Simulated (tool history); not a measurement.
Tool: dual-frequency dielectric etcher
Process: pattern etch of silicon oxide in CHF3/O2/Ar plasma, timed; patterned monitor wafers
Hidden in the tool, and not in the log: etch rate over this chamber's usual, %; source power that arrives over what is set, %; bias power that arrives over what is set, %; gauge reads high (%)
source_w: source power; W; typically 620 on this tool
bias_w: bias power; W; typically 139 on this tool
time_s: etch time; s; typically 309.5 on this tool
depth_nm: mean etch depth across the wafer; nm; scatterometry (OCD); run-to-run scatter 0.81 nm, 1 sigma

run,hour,source_w,bias_w,time_s,wafers since the last listed run,hours since the last wet clean,hours since the last source power generator calibration,hours since the last bias power generator calibration,hours since the last upper electrode change,hours since the gauge calibration,"read-back reference wafer on the same gauge, depth_nm",depth_nm
1,0,620,139,309.5,0,75.1,1557.3,3220.9,4891.8,389.1,569.1,548
2,40.5,620,139,309.5,197,115.6,1597.8,3261.4,4932.3,429.6,569.2,547.4
3,73.7,620,139,309.5,162,148.8,1631,3294.6,4965.5,462.8,568.9,546.4
4,105.9,620,139,309.5,157,181,1663.2,3326.8,4997.7,495,569.3,548.4
5,126.3,620,139,309.5,99,201.4,1683.6,3347.2,5018.1,515.4,568.7,546.1
6,160.7,620,139,309.5,168,235.8,1718,3381.6,5052.5,549.8,569.3,546.5
7,179.1,620,139,309.5,89,254.2,1736.4,3400,5070.9,568.2,569.1,545.3
8,207.7,620,139,309.5,139,282.8,1765,3428.6,5099.5,596.8,568.9,546.3
9,231.3,620,139,309.5,115,306.4,1788.6,3452.2,5123.1,620.4,569.2,547.2
10,249.4,620,139,309.5,88,324.5,1806.7,3470.3,5141.2,638.5,569.2,546.3
11,291.6,500,139,309.5,206,366.7,1848.9,3512.5,5183.4,680.7,568.8,495.4
12,318.4,500,139,309.5,130,393.5,1875.7,3539.3,5210.2,707.5,569.1,495.2
13,338.2,620,139,309.5,96,413.3,1895.5,3559.1,5230,727.3,568.7,546.7
14,355.7,620,139,309.5,85,430.8,1913,3576.6,5247.5,744.8,569,545.4
15,370.5,620,139,309.5,72,445.6,1927.8,3591.4,5262.3,759.6,568.6,545.7
16,387.5,540,139,226.5,83,462.6,1944.8,3608.4,5279.3,776.6,569.2,375.6
# hour 395.8: source power generator calibrated
17,404.7,620,139,309.5,64,479.8,8.9,3625.6,5296.5,793.8,569,533.5
# hour 432.5: bias power generator calibrated
18,433,620,160,283,118,508.1,37.2,0.5,5324.8,822.1,569,507.7
# hour 466.3: wet clean of the chamber
19,466.8,670,139,351.5,47,0.5,71,34.3,5358.6,855.9,569.1,633.6
20,467.2,530,123,309.5,1,0.9,71.4,34.7,5359,856.3,568.6,487.6
# hour 468: gauge calibrated
# hour 498.8: upper electrode replaced
21,499.3,740,173,353,39,33,103.5,66.8,0.5,31.3,569.3,706.4
22,515.6,480,116,343,79,49.3,119.8,83.1,16.8,47.6,569,508.4
23,540.5,540,139,231,121,74.2,144.7,108,41.7,72.5,569.1,379.1
24,564.3,680,139,309.5,116,98,168.5,131.8,65.5,96.3,569,562
25,600.3,620,139,309.5,175,134,204.5,167.8,101.5,132.3,568.9,537.7
26,628.7,620,139,309.5,138,162.4,232.9,196.2,129.9,160.7,569.4,537.9
27,645.9,620,139,309.5,84,179.6,250.1,213.4,147.1,177.9,569,536.7
28,680.7,570,112,309.5,170,214.4,284.9,248.2,181.9,212.7,568.9,489.6
29,694.6,620,112,372.5,67,228.3,298.8,262.1,195.8,226.6,569.3,609.6

Consider 5 possible next runs. They are alternatives, not a sequence: every one starts from the tool as it was left by run 29. What does each give?
A,695.1,760,139,309.5,2,228.8,299.3,262.6,196.3,227.1,?,?
B,695.1,520,106,285,2,228.8,299.3,262.6,196.3,227.1,?,?
C,695.1,620,114,309.5,2,228.8,299.3,262.6,196.3,227.1,?,?
D,695.1,750,155,309.5,2,228.8,299.3,262.6,196.3,227.1,?,?
E,695.1,620,121,309.5,2,228.8,299.3,262.6,196.3,227.1,?,?

run,"read-back reference wafer on the same gauge, depth_nm",depth_nm
A,568.8,587
B,568.8,426.4
C,568.8,510.1
D,568.8,601.4
E,568.8,518
Take away the tool's hidden state, keep each run's random variation, and the runs would have read:
run,depth_nm
A,591.5
B,429.6
C,514
D,605.9
E,522
